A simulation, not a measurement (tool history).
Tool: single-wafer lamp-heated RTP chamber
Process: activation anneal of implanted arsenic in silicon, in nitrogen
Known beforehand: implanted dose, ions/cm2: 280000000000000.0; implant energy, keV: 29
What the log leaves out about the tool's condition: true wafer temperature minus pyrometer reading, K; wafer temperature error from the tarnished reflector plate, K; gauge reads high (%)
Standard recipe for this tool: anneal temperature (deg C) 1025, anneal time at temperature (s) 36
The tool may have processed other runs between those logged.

run   hour  anneal temperature (deg C)  anneal time at temperature (s)  wafers since the last listed run  wafers since the last pyrometer calibration  wafers since the reflector plate was cleaned  hours since the gauge calibration  read-back reference wafer on the same gauge, sheet resistance  sheet resistance of the implanted and annealed layer (ohm/square)
  1    0.0                        1005                              23                                 0                                         3870                                          3066                              249.8                                                         341.03                                                             298.24
  2   11.7                        1025                              36                               165                                         4035                                          3232                              261.5                                                         341.01                                                             295.01
  3   18.6                        1025                              36                                97                                         4133                                          3330                              268.4                                                         341.01                                                             295.03
  4   31.7                        1038                              24                               185                                         4319                                          3515                              281.5                                                         340.99                                                             294.98
      48.3  -- reflector plate cleaned
  5   48.8                        1038                              24                               128                                         4448                                             6                              298.6                                                         341.04                                                             295.13
  6   55.3                        1038                              24                                92                                         4540                                            98                              305.1                                                         340.98                                                             294.38
  7   71.8                        1025                              36                               233                                         4773                                           332                              321.6                                                         341.03                                                             294.46
  8   81.1                        1025                              36                               131                                         4905                                           464                              330.9                                                         341.00                                                             293.68
  9  109.6                        1025                              36                               403                                         5309                                           867                              359.4                                                         341.02                                                             294.42
 10  161.4                        1025                              45                               733                                         6042                                          1601                              411.2                                                         341.03                                                             293.17
 11  189.1                        1043                              42                               392                                         6435                                          1993                              438.9                                                         341.06                                                             291.08
     199.0  -- pyrometer window cleaned and pyrometer calibrated
 12  203.2                        1043                              42                                86                                           59                                          2080                              453.0                                                         340.93                                                             290.81
 13  210.9                        1025                              19                               109                                          168                                          2189                              460.7                                                         341.02                                                             297.16
 14  226.1                        1025                              19                               215                                          383                                          2404                              475.9                                                         341.09                                                             296.46
 15  238.6                        1025                              36                               177                                          560                                          2581                              488.4                                                         341.01                                                             293.92
 16  254.6                        1025                              36                               226                                          787                                          2808                              504.4                                                         340.98                                                             294.42
 17  264.2                         998                              57                               135                                          923                                          2944                              514.0                                                         340.93                                                             294.89
     274.6  -- reflector plate cleaned
 18  281.1                        1051                              27                               126                                         1049                                            92                              530.9                                                         340.98                                                             292.85
 19  311.1                        1045                              30                               424                                         1474                                           517                              560.9                                                         340.99                                                             292.86
 20  328.0                        1037                              27                               239                                         1713                                           756                              577.8                                                         341.00                                                             294.06
 21  337.0                        1003                              57                               127                                         1841                                           884                              586.8                                                         341.08                                                             294.64
 22  373.9                        1014                              36                               522                                         2363                                          1406                              623.7                                                         341.11                                                             295.18
 23  386.2                        1053                              31                               174                                         2537                                          1581                              636.0                                                         340.94                                                             291.77
     395.4  -- gauge calibrated
 24  403.7                        1040                              48                               247                                         2785                                          1828                                8.3                                                         341.06                                                             290.80
 25  419.8                        1012                              22                               228                                         3013                                          2056                               24.4                                                         341.02                                                             296.92
 26  427.8                         998                              43                               113                                         3127                                          2170                               32.4                                                         341.00                                                             295.86
 27  435.3                        1055                              30                               106                                         3233                                          2276                               39.9                                                         341.08                                                             291.50
 28  444.3                        1025                              36                               127                                         3360                                          2403                               48.9                                                         340.92                                                             294.70
 29  495.3                        1025                              36                               722                                         4083                                          3126                               99.9                                                         341.03                                                             293.81
 30  507.1                        1043                              42                               167                                         4250                                          3293                              111.7                                                         340.99                                                             291.23
 31  516.0                        1002                              36                               126                                         4376                                          3419                              120.6                                                         340.91                                                             295.49
 32  529.5                         998                              20                               191                                         4567                                          3610                              134.1                                                         341.01                                                             298.39
     543.7  -- reflector plate cleaned
 33  544.2                        1001                              44                                94                                         4662                                             6                              148.8                                                         341.03                                                             296.53
 34  548.0                        1025                              36                                53                                         4716                                            60                              152.6                                                         341.06                                                             294.10
 35  559.3                        1009                              46                               160                                         4876                                           220                              163.9                                                         341.02                                                             295.42
 36  574.0                        1052                              26                               208                                         5084                                           428                              178.6                                                         341.02                                                             293.98
 37  581.4                        1025                              36                               104                                         5189                                           533                              186.0                                                         341.08                                                             294.31

Consider 4 possible next runs. They are alternatives, not a sequence: every one starts from the tool as it was left by run 37. What does each give?
  A  581.8                        1025                              36                                 5                                         5194                                           539                              186.4                                                              ?                                                                  ?
  B  581.8                        1055                              56                                 5                                         5194                                           539                              186.4                                                              ?                                                                  ?
  C  581.8                        1017                              19                                 5                                         5194                                           539                              186.4                                                              ?                                                                  ?
  D  581.8                        1025                              15                                 5                                         5194                                           539                              186.4                                                              ?                                                                  ?

run  read-back reference wafer on the same gauge, sheet resistance  sheet resistance of the implanted and annealed layer (ohm/square)
  A                                                         341.02                                                             294.60
  B                                                         341.02                                                             287.51
  C                                                         341.02                                                             298.12
  D                                                         341.02                                                             298.36
What these runs would have given with no unlogged condition in the tool:
run  sheet resistance of the implanted and annealed layer (ohm/square)
  A                                                             294.60
  B                                                             287.51
  C                                                             298.12
  D                                                             298.36

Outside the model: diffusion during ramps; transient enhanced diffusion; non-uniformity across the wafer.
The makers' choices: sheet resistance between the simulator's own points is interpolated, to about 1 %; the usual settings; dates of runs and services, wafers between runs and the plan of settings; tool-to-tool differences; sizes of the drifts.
